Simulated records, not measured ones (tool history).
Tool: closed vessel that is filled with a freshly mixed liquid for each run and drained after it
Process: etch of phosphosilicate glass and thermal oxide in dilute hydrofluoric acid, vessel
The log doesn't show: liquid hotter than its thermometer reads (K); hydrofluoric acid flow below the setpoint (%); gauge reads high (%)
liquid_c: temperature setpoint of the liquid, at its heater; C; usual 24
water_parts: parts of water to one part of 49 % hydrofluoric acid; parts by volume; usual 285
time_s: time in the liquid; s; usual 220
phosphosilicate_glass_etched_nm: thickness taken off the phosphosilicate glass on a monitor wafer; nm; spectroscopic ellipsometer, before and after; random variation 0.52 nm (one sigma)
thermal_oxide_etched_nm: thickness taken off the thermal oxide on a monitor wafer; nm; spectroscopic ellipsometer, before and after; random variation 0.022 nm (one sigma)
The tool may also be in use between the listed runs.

| run | day | liquid_c | water_parts | time_s | wafers since the last listed run | hours since the thermometer was replaced | hours since the hydrofluoric acid flow meter was replaced | hours since the gauge calibration | read-back film thickness of the phosphosilicate glass reference wafer, read on the same gauge (nm) | read-back film thickness of the thermal oxide reference wafer, read on the same gauge (nm) | phosphosilicate_glass_etched_nm | thermal_oxide_etched_nm |
|---|---|---|---|---|---|---|---|---|---|---|---|---|
| 1 | 0 | 27.5 | 285 | 220 | 0 | 75.3 | 783.7 | 1897.6 | 140 | 110.038 | 59.99 | 3.247 |
| 2 | 1.875 | 24 | 285 | 220 | 4116 | 120.3 | 828.7 | 1942.6 | 139.99 | 110.026 | 53.78 | 2.866 |
| 3 | 6.358 | 24 | 285 | 220 | 9842 | 227.9 | 936.3 | 2050.2 | 139.99 | 109.979 | 54.17 | 2.873 |
| 4 | 7.838 | 24 | 285 | 220 | 3247 | 263.4 | 971.8 | 2085.7 | 139.99 | 109.963 | 54.05 | 2.917 |
| 5 | 9.217 | 20.5 | 285 | 300 | 3027 | 296.5 | 1004.9 | 2118.8 | 140.01 | 110.02 | 64.96 | 3.497 |
| 6 | 10.3 | 24 | 205 | 220 | 2378 | 322.5 | 1030.9 | 2144.8 | 139.99 | 109.964 | 82.39 | 4.438 |
| 7 | 13.908 | 24 | 285 | 165 | 7921 | 409.1 | 1117.5 | 2231.4 | 139.98 | 109.952 | 40.98 | 2.217 |
| 8 | 16.462 | 24 | 285 | 260 | 5607 | 470.4 | 1178.8 | 2292.7 | 140.01 | 109.999 | 64.85 | 3.454 |
|  | 17.212 | gauge calibrated |
| 9 | 17.746 | 21.5 | 240 | 290 | 2817 | 501.2 | 1209.6 | 12.8 | 140 | 110.008 | 83.38 | 4.417 |
|  | 19.371 | thermometer replaced |
| 10 | 20.317 | 24 | 365 | 220 | 5552 | 22.7 | 1271.3 | 74.5 | 140.01 | 109.989 | 36.75 | 1.941 |
| 11 | 27.475 | 24 | 230 | 100 | 15714 | 194.5 | 1443.1 | 246.3 | 140 | 109.987 | 30.56 | 1.647 |
| 12 | 29.504 | 24 | 285 | 220 | 4454 | 243.2 | 1491.8 | 295 | 139.98 | 110.027 | 52.35 | 2.783 |
| 13 | 31.212 | 24 | 245 | 105 | 3750 | 284.2 | 1532.8 | 336 | 140.01 | 110.022 | 30.02 | 1.601 |
|  | 31.304 | hydrofluoric acid flow meter replaced |
| 14 | 34.154 | 21 | 285 | 265 | 6366 | 354.8 | 68.4 | 406.6 | 139.99 | 110.026 | 62.27 | 3.352 |
| 15 | 35.525 | 24 | 285 | 175 | 3009 | 387.7 | 101.3 | 439.5 | 140.01 | 109.974 | 46.89 | 2.45 |
| 16 | 36.833 | 24 | 285 | 220 | 2872 | 419.1 | 132.7 | 470.9 | 139.99 | 109.979 | 58.11 | 3.139 |
| 17 | 38.492 | 24 | 285 | 220 | 3640 | 458.9 | 172.5 | 510.7 | 139.98 | 110.059 | 58.85 | 3.109 |
|  | 38.8 | thermometer replaced |
| 18 | 40.288 | 24 | 285 | 220 | 3850 | 35.7 | 215.6 | 553.8 | 140.01 | 109.953 | 54.47 | 2.886 |
| 19 | 42.758 | 24 | 285 | 220 | 5424 | 95 | 274.9 | 613.1 | 140.01 | 110.012 | 54.69 | 2.939 |
| 20 | 45.517 | 24 | 285 | 290 | 6055 | 161.2 | 341.1 | 679.3 | 140 | 109.987 | 72.2 | 3.861 |
| 21 | 48.262 | 24 | 285 | 220 | 6027 | 227.1 | 407 | 745.2 | 140 | 109.974 | 55.02 | 2.957 |
| 22 | 49.967 | 21.5 | 335 | 160 | 3741 | 268 | 447.9 | 786.1 | 139.98 | 110 | 30.06 | 1.598 |
| 23 | 51.883 | 24 | 285 | 220 | 4207 | 314 | 493.9 | 832.1 | 140 | 109.963 | 55.25 | 2.953 |
| 24 | 58.15 | 28.5 | 285 | 220 | 13757 | 464.4 | 644.3 | 982.5 | 140.01 | 110.056 | 64.7 | 3.454 |
| 25 | 59.45 | 26.5 | 325 | 320 | 2853 | 495.6 | 675.5 | 1013.7 | 140.01 | 110.008 | 73.35 | 3.957 |

What the log doesn't show, run by run:
gauge reads high (%): 0 in every run
H1: liquid hotter than its thermometer reads (K)
H2: hydrofluoric acid flow below the setpoint (%)
| run | H1 | H2 |
|---|---|---|
| 1 | 0.852 | 4.56 |
| 2 | 1.06 | 4.82 |
| 3 | 1.55 | 5.44 |
| 4 | 1.71 | 5.64 |
| 5 | 1.86 | 5.83 |
| 6 | 1.98 | 5.98 |
| 7 | 2.38 | 6.48 |
| 8 | 2.65 | 6.83 |
| 9 | 2.8 | 7.01 |
| 10 | 0.367 | 7.36 |
| 11 | 1.15 | 8.34 |
| 12 | 1.37 | 8.62 |
| 13 | 1.56 | 8.86 |
| 14 | 1.88 | 1.42 |
| 15 | 2.03 | 1.61 |
| 16 | 2.18 | 1.79 |
| 17 | 2.36 | 2.01 |
| 18 | 0.206 | 2.26 |
| 19 | 0.476 | 2.6 |
| 20 | 0.778 | 2.98 |
| 21 | 1.08 | 3.36 |
| 22 | 1.27 | 3.59 |
| 23 | 1.48 | 3.86 |
| 24 | 2.16 | 4.72 |
| 25 | 2.3 | 4.9 |

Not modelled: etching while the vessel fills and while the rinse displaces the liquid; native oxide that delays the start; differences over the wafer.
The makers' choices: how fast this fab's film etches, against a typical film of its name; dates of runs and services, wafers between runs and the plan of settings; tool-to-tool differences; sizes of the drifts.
